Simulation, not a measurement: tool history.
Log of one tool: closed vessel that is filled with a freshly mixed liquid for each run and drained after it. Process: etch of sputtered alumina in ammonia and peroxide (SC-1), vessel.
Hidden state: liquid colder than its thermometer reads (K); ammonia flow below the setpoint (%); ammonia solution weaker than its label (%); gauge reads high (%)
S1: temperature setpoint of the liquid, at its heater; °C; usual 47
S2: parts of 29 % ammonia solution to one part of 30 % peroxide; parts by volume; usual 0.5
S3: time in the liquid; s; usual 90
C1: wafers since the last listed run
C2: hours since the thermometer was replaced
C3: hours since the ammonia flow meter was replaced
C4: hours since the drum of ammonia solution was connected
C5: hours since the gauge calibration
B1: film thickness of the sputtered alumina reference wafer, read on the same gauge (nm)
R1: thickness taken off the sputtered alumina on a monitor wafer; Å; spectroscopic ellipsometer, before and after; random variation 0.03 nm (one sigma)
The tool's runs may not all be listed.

Run 1, hour 0: usual settings but S1 43 °C; C1 0; C2 141.1; C3 287.1; C4 315.4; C5 1472.8; B1 141.25. Result: R1 30.71 Å.
Run 2, hour 27.1: usual settings; C1 2598; C2 168.2; C3 314.2; C4 342.5; C5 1499.9; B1 141.23. Result: R1 39.05 Å.
Run 3, hour 70: usual settings; C1 4113; C2 211.1; C3 357.1; C4 385.4; C5 1542.8; B1 141.154. Result: R1 38.33 Å.
Run 4, hour 127.2: usual settings; C1 5484; C2 268.3; C3 414.3; C4 442.6; C5 1600; B1 141.074. Result: R1 38.53 Å.
Run 5, hour 183.6: usual settings but S1 56.5 °C, S2 0.35 parts by volume; C1 5408; C2 324.7; C3 470.7; C4 499; C5 1656.4; B1 141.007. Result: R1 62.15 Å.
Run 6, hour 211.4: usual settings but S1 50.5 °C, S3 75 s; C1 2665; C2 352.5; C3 498.5; C4 526.8; C5 1684.2; B1 140.975. Result: R1 39.24 Å.
Run 7, hour 280.3: usual settings but S1 55 °C; C1 6606; C2 421.4; C3 567.4; C4 595.7; C5 1753.1; B1 140.888. Result: R1 60.07 Å.
Run 8, hour 304.8: usual settings but S1 39.5 °C, S3 40 s; C1 2349; C2 445.9; C3 591.9; C4 620.2; C5 1777.6; B1 140.846. Result: R1 11.05 Å.
At hour 310.2: ammonia flow meter replaced.
Run 9, hour 351.8: usual settings but S2 0.25 parts by volume, S3 135 s; C1 4410; C2 492.9; C3 41.6; C4 667.2; C5 1824.6; B1 140.817. Result: R1 54.15 Å.
Run 10, hour 419.1: usual settings but S1 42.5 °C, S2 0.3 parts by volume; C1 6453; C2 560.2; C3 108.9; C4 734.5; C5 1891.9; B1 140.756. Result: R1 28.27 Å.
Run 11, hour 448: usual settings but S1 50 °C, S2 0.65 parts by volume, S3 140 s; C1 2771; C2 589.1; C3 137.8; C4 763.4; C5 1920.8; B1 140.719. Result: R1 72.29 Å.
Run 12, hour 511.6: usual settings but S1 40.5 °C, S3 55 s; C1 6098; C2 652.7; C3 201.4; C4 827; C5 1984.4; B1 140.668. Result: R1 16.15 Å.
At hour 513.1: thermometer replaced.
Run 13, hour 572.7: usual settings but S1 44.5 °C, S3 40 s; C1 5762; C2 59.6; C3 262.5; C4 888.1; C5 2045.5; B1 140.638. Result: R1 14.93 Å.
Run 14, hour 637.4: usual settings; C1 6203; C2 124.3; C3 327.2; C4 952.8; C5 2110.2; B1 140.588. Result: R1 38.15 Å.
At hour 673.3: gauge calibrated.
Run 15, hour 681.7: usual settings; C1 4247; C2 168.6; C3 371.5; C4 997.1; C5 8.4; B1 150.66. Result: R1 41.21 Å.
Run 16, hour 719.8: usual settings; C1 3653; C2 206.7; C3 409.6; C4 1035.2; C5 46.5; B1 150.061. Result: R1 40.83 Å.
At hour 795.4: ammonia flow meter replaced.
Run 17, hour 796.6: usual settings; C1 7268; C2 283.5; C3 1.2; C4 1112; C5 123.3; B1 148.92. Result: R1 41.2 Å.
Run 18, hour 860.7: usual settings but S1 54.5 °C; C1 6146; C2 347.6; C3 65.3; C4 1176.1; C5 187.4; B1 148.073. Result: R1 61.83 Å.
At hour 897: new drum of ammonia solution connected.
Run 19, hour 914.9: usual settings but S1 55 °C; C1 5101; C2 401.8; C3 119.5; C4 17.9; C5 241.6; B1 147.429. Result: R1 62.02 Å.
Run 20, hour 958.4: usual settings but S2 0.45 parts by volume, S3 60 s; C1 4171; C2 445.3; C3 163; C4 61.4; C5 285.1; B1 146.934. Result: R1 26.74 Å.
Run 21, hour 1004.5: usual settings but S1 40.5 °C, S2 0.6 parts by volume, S3 120 s; C1 4420; C2 491.4; C3 209.1; C4 107.5; C5 331.2; B1 146.457. Result: R1 37.56 Å.
Run 22, hour 1051.5: usual settings but S1 38 °C, S3 115 s; C1 4506; C2 538.4; C3 256.1; C4 154.5; C5 378.2; B1 146.002. Result: R1 30.46 Å.
Run 23, hour 1100.6: usual settings but S2 0.4 parts by volume, S3 125 s; C1 4708; C2 587.5; C3 305.2; C4 203.6; C5 427.3; B1 145.559. Result: R1 54.18 Å.
Run 24, hour 1158.2: usual settings but S1 49.5 °C, S2 0.7 parts by volume, S3 65 s; C1 5523; C2 645.1; C3 362.8; C4 261.2; C5 484.9; B1 145.094. Result: R1 34.31 Å.
Run 25, hour 1188.4: usual settings but S3 60 s; C1 2895; C2 675.3; C3 393; C4 291.4; C5 515.1; B1 144.863. Result: R1 26.28 Å.
Run 26, hour 1224.2: usual settings but S2 0.35 parts by volume, S3 70 s; C1 3432; C2 711.1; C3 428.8; C4 327.2; C5 550.9; B1 144.598. Result: R1 29.83 Å.
Run 27, hour 1291.9: usual settings but S2 0.7 parts by volume; C1 6491; C2 778.8; C3 496.5; C4 394.9; C5 618.6; B1 144.125. Result: R1 40.96 Å.
At hour 1296.1: thermometer replaced.
Run 28, hour 1360.1: usual settings but S1 54.5 °C, S2 0.7 parts by volume, S3 65 s; C1 6443; C2 64; C3 564.7; C4 463.1; C5 686.8; B1 143.727. Result: R1 44.45 Å.
Run 29, hour 1419.2: usual settings but S1 38 °C, S2 0.45 parts by volume, S3 135 s; C1 5666; C2 123.1; C3 623.8; C4 522.2; C5 745.9; B1 143.385. Result: R1 34.31 Å.

A few steps of R1 between consecutive runs. Split each: what settings, incoming material and random variation would produce without the hidden state, and what is left over for the hidden state, along with gauge scatter present in only one of the two compared results (measured, and without hidden state):
Run 7 -> 8: S1 55 -> 39.5, S3 90 -> 40. R1 -49.02 Å: hidden state +3.16, all else -52.18.
Run 11 -> 12: S1 50 -> 40.5, S2 0.65 -> 0.5, S3 140 -> 55. R1 -56.14 Å: hidden state +3.69, all else -59.83.

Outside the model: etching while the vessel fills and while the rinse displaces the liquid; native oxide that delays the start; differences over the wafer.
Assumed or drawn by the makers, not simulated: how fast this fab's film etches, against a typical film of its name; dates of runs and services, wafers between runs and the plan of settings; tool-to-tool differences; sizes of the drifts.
